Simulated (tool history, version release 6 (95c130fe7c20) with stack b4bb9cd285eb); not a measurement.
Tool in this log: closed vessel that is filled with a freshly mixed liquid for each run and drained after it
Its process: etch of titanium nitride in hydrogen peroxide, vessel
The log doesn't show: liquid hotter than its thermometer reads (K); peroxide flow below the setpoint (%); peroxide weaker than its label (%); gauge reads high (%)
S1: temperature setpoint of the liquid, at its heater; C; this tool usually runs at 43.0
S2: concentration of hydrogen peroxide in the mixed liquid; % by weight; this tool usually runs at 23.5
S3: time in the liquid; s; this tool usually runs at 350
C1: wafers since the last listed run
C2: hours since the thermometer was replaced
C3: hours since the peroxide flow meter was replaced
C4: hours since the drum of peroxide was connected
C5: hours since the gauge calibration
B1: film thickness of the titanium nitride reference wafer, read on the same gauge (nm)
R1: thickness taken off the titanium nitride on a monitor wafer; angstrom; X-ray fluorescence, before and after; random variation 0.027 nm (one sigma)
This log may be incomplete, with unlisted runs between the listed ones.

run	hour	S1	S2	S3	C1	C2	C3	C4	C5	B1	R1
1	0.0	43.0	23.5	350	0	1791.8	779.1	775.6	38.3	99.98	48.0
2	42.9	43.0	23.5	350	2761	1834.7	822.0	818.5	81.2	99.99	47.6
3	78.2	43.0	23.5	350	2272	1870.0	857.3	853.8	116.5	99.99	47.2
# hour 118.2: peroxide flow meter replaced
4	120.6	49.0	23.5	350	2664	1912.4	2.4	896.2	158.9	100.00	76.8
5	181.1	43.0	23.5	350	3894	1972.9	62.9	956.7	219.4	99.98	48.7
6	247.0	43.0	30.0	215	4241	2038.8	128.8	1022.6	285.3	100.03	31.3
7	299.3	43.0	23.5	350	3366	2091.1	181.1	1074.9	337.6	100.02	47.9
# hour 310.4: new drum of peroxide connected
8	360.3	46.0	28.5	150	3861	2152.1	242.1	49.9	398.6	99.99	27.6
9	389.2	47.0	23.5	220	1860	2181.0	271.0	78.8	427.5	99.94	41.4
10	429.5	43.0	18.0	350	2593	2221.3	311.3	119.1	467.8	99.99	46.3
11	496.4	43.0	23.5	350	4306	2288.2	378.2	186.0	534.7	100.00	48.9
12	543.3	33.5	27.5	270	3018	2335.1	425.1	232.9	581.6	100.00	18.7
13	569.6	43.0	25.5	350	1692	2361.4	451.4	259.2	607.9	100.03	49.5
14	635.5	43.0	23.5	435	4241	2427.3	517.3	325.1	673.8	99.98	60.1
15	674.0	43.0	19.0	460	2478	2465.8	555.8	363.6	712.3	99.99	61.1
16	700.1	33.5	27.5	270	1679	2491.9	581.9	389.7	738.4	100.01	18.3
17	763.3	43.0	18.5	245	4067	2555.1	645.1	452.9	801.6	100.00	32.1
# hour 875.4: thermometer replaced
18	973.0	38.0	23.5	350	13433	97.6	854.8	662.6	1011.3	100.01	32.6
19	1031.8	51.5	30.0	350	3784	156.4	913.6	721.4	1070.1	100.03	94.5
20	1058.2	43.0	25.5	270	1699	182.8	940.0	747.8	1096.5	100.06	37.1
# hour 1077.7: peroxide flow meter replaced
21	1098.6	43.0	23.5	350	2536	223.2	20.9	788.2	1136.9	100.00	48.7
22	1251.4	48.5	19.5	350	9835	376.0	173.7	941.0	1289.7	99.99	70.2
23	1287.3	37.5	23.5	195	2310	411.9	209.6	976.9	1325.6	99.97	17.7
24	1317.1	40.0	26.0	490	1918	441.7	239.4	1006.7	1355.4	100.03	55.1
# hour 1351.8: new drum of peroxide connected
25	1366.7	36.0	20.0	440	3128	491.3	289.0	14.9	1405.0	100.00	35.0
26	1394.7	48.5	27.0	235	1802	519.3	317.0	42.9	1433.0	100.03	50.7
27	1437.7	36.0	23.5	240	2767	562.3	360.0	85.9	1476.0	100.01	19.6
28	1481.4	36.0	23.5	240	2812	606.0	403.7	129.6	1519.7	99.96	19.6

Measured less the same run without the tool's hidden state. The same run-to-run variation is in both; the gauge's scatter may not be:
run	R1
1	-2.0
2	-2.1
3	-2.2
4	-1.5
5	-1.1
6	-0.9
7	-1.4
8	-0.3
9	-0.6
10	-0.7
11	-0.9
12	-0.4
13	-1.1
14	-1.5
15	-1.6
16	-0.6
17	-1.0
18	-1.4
19	-4.4
20	-1.8
21	-1.0
22	-1.9
23	-0.6
24	-1.7
25	-0.4
26	-0.7
27	-0.3
28	-0.3
